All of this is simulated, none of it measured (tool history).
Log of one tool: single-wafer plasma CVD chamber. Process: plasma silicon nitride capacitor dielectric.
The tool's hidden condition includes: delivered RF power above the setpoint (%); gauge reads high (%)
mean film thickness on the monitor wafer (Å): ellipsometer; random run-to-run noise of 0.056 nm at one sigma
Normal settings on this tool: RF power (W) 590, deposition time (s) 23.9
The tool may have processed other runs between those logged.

| run | hour | RF power (W) | deposition time (s) | wafers since the last listed run | hours since the last RF generator calibration | hours since the showerhead was replaced | hours since the gauge calibration | read-back reference wafer on the same gauge, thickness_nm | mean film thickness on the monitor wafer (Å) |
|---|---|---|---|---|---|---|---|---|---|
| 1 | 0 | 590 | 23.9 | 0 | 2003 | 3655.7 | 60.1 | 31.698 | 374.71 |
| 2 | 13.3 | 590 | 27.3 | 274 | 2016.3 | 3669 | 73.4 | 31.706 | 429.82 |
| 3 | 30.1 | 645 | 22.8 | 346 | 2033.1 | 3685.8 | 90.2 | 31.698 | 366.24 |
| 4 | 39 | 645 | 22.8 | 183 | 2042 | 3694.7 | 99.1 | 31.7 | 364.74 |
| 5 | 49.3 | 645 | 22.8 | 212 | 2052.3 | 3705 | 109.4 | 31.699 | 365.58 |
| 6 | 57.5 | 590 | 23.9 | 169 | 2060.5 | 3713.2 | 117.6 | 31.695 | 375.1 |
| 7 | 67.4 | 590 | 23.9 | 204 | 2070.4 | 3723.1 | 127.5 | 31.699 | 375.29 |
|  | 68.3 | gauge calibrated |
|  | 77 | RF generator calibrated |
| 8 | 83.5 | 590 | 23.9 | 167 | 6.5 | 3739.2 | 15.2 | 31.704 | 373.87 |
| 9 | 100.1 | 590 | 23.9 | 342 | 23.1 | 3755.8 | 31.8 | 31.694 | 375.58 |

Run 10 is up next; what results do you expect?
| 10 | 114.9 | 590 | 26.1 | 305 | 37.9 | 3770.6 | 46.6 | ? | ? |

Run 10 gave read-back reference wafer on the same gauge, thickness_nm 31.699, mean film thickness on the monitor wafer (Å) 409.61.
The same run, on a tool lacking any hidden state, would have yielded mean film thickness on the monitor wafer (Å) 409.61.
